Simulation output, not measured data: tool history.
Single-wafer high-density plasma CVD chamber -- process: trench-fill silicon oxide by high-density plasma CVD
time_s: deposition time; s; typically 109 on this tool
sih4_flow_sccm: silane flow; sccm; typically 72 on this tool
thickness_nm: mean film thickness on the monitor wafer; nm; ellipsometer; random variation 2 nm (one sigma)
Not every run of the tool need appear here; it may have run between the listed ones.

run     day  time_s  sih4_flow_sccm  read-back reference wafer on the same gauge, thickness_nm  thickness_nm
  1       0     109              72                                                    774.132       831.682
  2   1.038     109              72                                                     773.99       830.798
  3   1.562     109              72                                                    774.707       829.072
  4   2.117     104              72                                                    774.266       792.392
  5   3.583     104              72                                                    774.695       795.805
  6   4.371     104              72                                                    773.623        797.42
  7    5.75     119              79                                                    774.384       964.047
  8   6.888     119              79                                                    773.695       961.612
  9   8.308      94              72                                                    773.837       718.235
 10   9.771      94              72                                                    774.818       717.511
 11  10.496     109              72                                                     774.54        837.11
 12  11.983     109              75                                                    774.623       857.962
 13  12.896     109              78                                                    773.663       875.009
 14  14.312     109              78                                                    774.117       878.933
     15.496  -- gauge calibrated
 15  17.767     109              78                                                    773.539       879.385
 16    18.3     109              72                                                    773.776       837.528
 17  19.608     109              72                                                    774.184       838.052
 18  20.271     109              72                                                    773.384       836.493
 19  21.075     109              72                                                    773.985        834.28
 20  22.417     104              76                                                    773.944       825.376
 21  23.517     109              72                                                    774.409       835.468
 22  24.521     109              72                                                    773.518       838.358
 23  25.283     109              80                                                    773.773       901.607
 24  26.271     125              72                                                    774.666       957.985
 25  26.796     123              72                                                    774.091       945.785
     27.138  -- silane flow controller replaced
 26  27.367     103              72                                                    774.105       810.416
 27  27.946     109              72                                                    773.604       862.335
 28  29.388     109              72                                                    773.982       858.693
 29   30.45     109              72                                                    773.923       859.002
 30  31.592      97              60                                                    773.853       681.175
 31  32.396      91              78                                                    774.515       756.903
 32  33.004     120              72                                                     774.07       947.118
     34.146  -- silane flow controller replaced, repeated, since the last time left the tool worse
 33  34.167      98              84                                                    773.314       815.583
 34  34.871      92              80                                                     774.44       742.017
 35  35.854     124              81                                                    773.137      1005.779
 36  36.642      99              82                                                    773.655       810.773
 37  37.396     129              61                                                    773.906       876.271
 38  38.633     123              62                                                    774.054       844.188
 39  39.733     109              67                                                    773.356       784.122
 40  40.883     109              72                                                    773.336       819.428
 41  42.246     109              83                                                    773.467       903.435
 42  43.142     120              64                                                    772.954       837.113
 43  44.133     125              78                                                    772.954       988.928
 44   45.15     128              72                                                    774.419       965.371
 45  45.933     101              61                                                    774.501       685.653
     46.175  -- gauge calibrated
 46  47.092     109              72                                                    774.192       822.477

For each run, the measured value with the value that run would have given without the tool's hidden condition subtracted. The run-to-run variation is shared by both, the gauge scatter possibly not:
The tool's hidden condition here consists of: delivered silane flow above the setpoint (%); gauge reads high (%).
run  thickness_nm
  1       +11.679
  2       +11.933
  3       +12.043
  4       +11.648
  5       +12.067
  6       +12.291
  7       +15.285
  8       +15.603
  9       +11.988
 10       +12.325
 11       +14.582
 12       +15.377
 13       +15.955
 14       +16.455
 15       +17.529
 16       +16.853
 17       +17.257
 18       +17.425
 19       +17.622
 20       +17.839
 21       +18.396
 22       +18.772
 23       +20.446
 24       +22.079
 25       +21.986
 26       +38.326
 27       +40.783
 28       +40.615
 29       +40.638
 30       +32.232
 31       +35.824
 32       +44.836
 33        +0.985
 34        +0.897
 35         +1.22
 36        +0.986
 37        +1.072
 38        +1.045
 39        +0.983
 40        +1.046
 41         +1.18
 42        +1.113
 43        +1.342
 44        +1.342
 45        +0.971
 46          +1.2
